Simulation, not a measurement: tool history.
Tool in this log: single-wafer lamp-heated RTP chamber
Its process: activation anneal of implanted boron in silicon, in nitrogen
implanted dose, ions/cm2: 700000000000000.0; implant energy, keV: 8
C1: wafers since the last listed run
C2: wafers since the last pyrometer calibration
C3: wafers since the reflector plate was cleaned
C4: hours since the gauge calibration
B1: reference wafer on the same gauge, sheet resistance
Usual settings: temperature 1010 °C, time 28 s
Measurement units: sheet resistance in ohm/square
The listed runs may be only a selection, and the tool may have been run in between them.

Run 1, day 0.000: usual settings; C1 0; C2 4050; C3 2930; C4 538.8; B1 206.92. Result: sheet resistance 184.54 ohm/square.
Run 2, day 4.500: usual settings; C1 1818; C2 5868; C3 4749; C4 646.8; B1 206.98. Result: sheet resistance 184.18 ohm/square.
At day 6.438: pyrometer window cleaned and pyrometer calibrated.
Run 3, day 17.121: usual settings; C1 4965; C2 4316; C3 9714; C4 949.7; B1 207.06. Result: sheet resistance 184.22 ohm/square.
At day 20.550: reflector plate cleaned.
Run 4, day 20.571: usual settings; C1 1259; C2 5575; C3 8; C4 1032.5; B1 206.99. Result: sheet resistance 185.08 ohm/square.
At day 22.492: pyrometer window cleaned and pyrometer calibrated.
Run 5, day 23.442: usual settings; C1 1025; C2 384; C3 1033; C4 1101.4; B1 206.92. Result: sheet resistance 185.39 ohm/square.
Run 6, day 34.300: usual settings; C1 4387; C2 4772; C3 5421; C4 1362.0; B1 207.00. Result: sheet resistance 183.95 ohm/square.
Run 7, day 35.817: usual settings; C1 612; C2 5385; C3 6034; C4 1398.4; B1 207.24. Result: sheet resistance 183.90 ohm/square.
Run 8, day 37.500: usual settings but temperature 999 °C, time 22 s; C1 680; C2 6065; C3 6714; C4 1438.8; B1 206.96. Result: sheet resistance 186.69 ohm/square.
At day 38.638: gauge calibrated.
At day 40.050: pyrometer window cleaned and pyrometer calibrated.
Run 9, day 41.392: usual settings but temperature 999 °C, time 22 s; C1 1437; C2 542; C3 8152; C4 66.1; B1 206.94. Result: sheet resistance 189.28 ohm/square.
Run 10, day 44.650: usual settings but temperature 1000 °C, time 15 s; C1 1316; C2 1859; C3 9469; C4 144.3; B1 207.28. Result: sheet resistance 188.53 ohm/square.
Run 11, day 46.762: usual settings but temperature 1030 °C, time 21 s; C1 853; C2 2712; C3 10322; C4 195.0; B1 207.06. Result: sheet resistance 182.39 ohm/square.
At day 49.138: reflector plate cleaned.
Run 12, day 49.346: usual settings; C1 909; C2 3622; C3 84; C4 257.0; B1 207.09. Result: sheet resistance 184.43 ohm/square.
Run 13, day 51.017: usual settings but temperature 1021 °C, time 38 s; C1 675; C2 4297; C3 760; C4 297.1; B1 207.08. Result: sheet resistance 180.31 ohm/square.
Run 14, day 54.175: usual settings but temperature 988 °C; C1 1276; C2 5573; C3 2036; C4 372.9; B1 206.94. Result: sheet resistance 188.72 ohm/square.
At day 56.392: pyrometer window cleaned and pyrometer calibrated.
Run 15, day 58.046: usual settings but temperature 991 °C, time 22 s; C1 1429; C2 667; C3 3465; C4 465.8; B1 206.95. Result: sheet resistance 191.07 ohm/square.
Run 16, day 61.446: usual settings; C1 1373; C2 2041; C3 4839; C4 547.4; B1 206.97. Result: sheet resistance 185.38 ohm/square.
Run 17, day 64.767: usual settings but temperature 1021 °C, time 33 s; C1 1341; C2 3383; C3 6181; C4 627.1; B1 207.06. Result: sheet resistance 181.20 ohm/square.
Run 18, day 67.479: usual settings but temperature 990 °C, time 23 s; C1 1096; C2 4479; C3 7277; C4 692.2; B1 206.97. Result: sheet resistance 188.97 ohm/square.
Run 19, day 70.262: usual settings but temperature 990 °C; C1 1124; C2 5604; C3 8402; C4 759.0; B1 207.17. Result: sheet resistance 188.12 ohm/square.

Below are 5 alternative next runs, each starting from the tool's condition after run 19. Predict each:
Run A, day 70.279: usual settings; C1 6; C2 5611; C3 8409; C4 759.4; B1 ?. Result: sheet resistance ?.
Run B, day 70.279: usual settings but temperature 999 °C, time 15 s; C1 6; C2 5611; C3 8409; C4 759.4; B1 ?. Result: sheet resistance ?.
Run C, day 70.279: usual settings but temperature 991 °C; C1 6; C2 5611; C3 8409; C4 759.4; B1 ?. Result: sheet resistance ?.
Run D, day 70.279: usual settings but temperature 999 °C, time 21 s; C1 6; C2 5611; C3 8409; C4 759.4; B1 ?. Result: sheet resistance ?.
Run E, day 70.279: usual settings but temperature 994 °C; C1 6; C2 5611; C3 8409; C4 759.4; B1 ?. Result: sheet resistance ?.

run      B1  sheet resistance
  A  207.03            184.21
  B  207.03            188.58
  C  207.03            187.97
  D  207.03            187.33
  E  207.03            187.25
Take away the tool's hidden state, keep each run's random variation, and the runs would have read:
run  sheet resistance
  A            186.40
  B            191.94
  C            191.91
  D            190.37
  E            190.72

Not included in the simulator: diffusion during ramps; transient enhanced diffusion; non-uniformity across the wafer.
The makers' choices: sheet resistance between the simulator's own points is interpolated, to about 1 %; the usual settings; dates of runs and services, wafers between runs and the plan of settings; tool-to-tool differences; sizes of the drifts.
